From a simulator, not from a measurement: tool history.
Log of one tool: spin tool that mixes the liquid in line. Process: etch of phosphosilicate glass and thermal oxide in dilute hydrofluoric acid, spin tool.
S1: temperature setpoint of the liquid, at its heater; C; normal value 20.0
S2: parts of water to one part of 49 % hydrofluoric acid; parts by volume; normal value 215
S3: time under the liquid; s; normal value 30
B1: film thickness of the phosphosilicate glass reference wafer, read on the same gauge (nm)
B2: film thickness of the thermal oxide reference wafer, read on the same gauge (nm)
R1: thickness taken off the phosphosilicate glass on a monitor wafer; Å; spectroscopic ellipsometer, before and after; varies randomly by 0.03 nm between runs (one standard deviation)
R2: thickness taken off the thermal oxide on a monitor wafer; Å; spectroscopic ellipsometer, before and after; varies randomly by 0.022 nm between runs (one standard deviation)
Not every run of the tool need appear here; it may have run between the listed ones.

| run | hour | S1 | S2 | S3 | B1 | B2 | R1 | R2 |
|---|---|---|---|---|---|---|---|---|
| 1 | 0.0 | 17.0 | 215 | 35 | 39.93 | 150.005 | 78.6 | 5.83 |
| 2 | 30.5 | 20.0 | 215 | 30 | 40.00 | 149.976 | 76.2 | 5.60 |
| 3 | 46.3 | 20.0 | 215 | 30 | 40.06 | 150.003 | 76.1 | 5.42 |
| 4 | 58.8 | 17.5 | 215 | 30 | 40.02 | 150.002 | 69.8 | 5.13 |
| 5 | 87.8 | 18.0 | 215 | 30 | 40.01 | 150.004 | 71.4 | 5.16 |
| 6 | 121.4 | 18.0 | 215 | 30 | 40.03 | 150.017 | 71.4 | 5.33 |
| 7 | 133.5 | 18.0 | 215 | 30 | 39.99 | 150.000 | 71.7 | 5.73 |
| 8 | 168.5 | 20.0 | 215 | 30 | 40.00 | 149.996 | 78.6 | 5.71 |
|  | 180.9 | gauge calibrated |
| 9 | 200.8 | 20.0 | 215 | 30 | 39.98 | 150.030 | 78.4 | 5.88 |
| 10 | 226.8 | 20.0 | 215 | 30 | 39.97 | 150.004 | 78.9 | 5.60 |
|  | 232.2 | hydrofluoric acid flow meter replaced |
| 11 | 246.0 | 20.0 | 215 | 30 | 40.00 | 149.998 | 72.4 | 5.68 |
| 12 | 259.6 | 20.0 | 215 | 30 | 39.96 | 149.986 | 72.6 | 5.47 |
| 13 | 280.1 | 23.5 | 295 | 45 | 39.98 | 150.009 | 84.1 | 5.70 |
| 14 | 314.7 | 18.5 | 215 | 30 | 40.01 | 150.025 | 68.8 | 5.24 |
| 15 | 339.3 | 20.0 | 120 | 40 | 40.01 | 149.997 | 194.7 | 14.37 |
| 16 | 352.4 | 20.0 | 275 | 40 | 40.01 | 149.998 | 72.2 | 5.29 |
| 17 | 375.7 | 20.0 | 215 | 30 | 40.06 | 150.034 | 74.0 | 5.74 |
|  | 395.1 | thermometer replaced |
| 18 | 411.0 | 20.0 | 215 | 40 | 40.02 | 150.018 | 90.8 | 6.23 |
| 19 | 438.0 | 20.0 | 215 | 30 | 40.01 | 150.005 | 68.1 | 4.94 |
| 20 | 468.1 | 18.0 | 215 | 20 | 40.02 | 150.009 | 42.4 | 3.01 |
| 21 | 495.3 | 20.0 | 215 | 30 | 39.93 | 149.983 | 69.0 | 5.16 |
| 22 | 529.3 | 20.0 | 290 | 30 | 39.99 | 150.009 | 47.7 | 3.60 |

Here are 5 independent what-if runs from the current tool condition. What would each one return?
| A | 529.7 | 20.0 | 215 | 45 | ? | ? | ? | ? |
| B | 529.7 | 20.0 | 215 | 20 | ? | ? | ? | ? |
| C | 529.7 | 17.0 | 215 | 15 | ? | ? | ? | ? |
| D | 529.7 | 23.0 | 300 | 50 | ? | ? | ? | ? |
| E | 529.7 | 22.5 | 145 | 15 | ? | ? | ? | ? |

| run | B1 | B2 | R1 | R2 |
|---|---|---|---|---|
| A | 40.01 | 149.991 | 104.1 | 7.55 |
| B | 40.01 | 149.991 | 46.3 | 3.35 |
| C | 40.01 | 149.991 | 30.9 | 2.24 |
| D | 40.01 | 149.991 | 85.3 | 6.18 |
| E | 40.01 | 149.991 | 60.9 | 4.41 |
Without the tool's hidden state the same runs would have given:
| run | R1 | R2 |
|---|---|---|
| A | 99.9 | 7.24 |
| B | 44.4 | 3.22 |
| C | 29.6 | 2.15 |
| D | 81.8 | 5.93 |
| E | 58.4 | 4.23 |
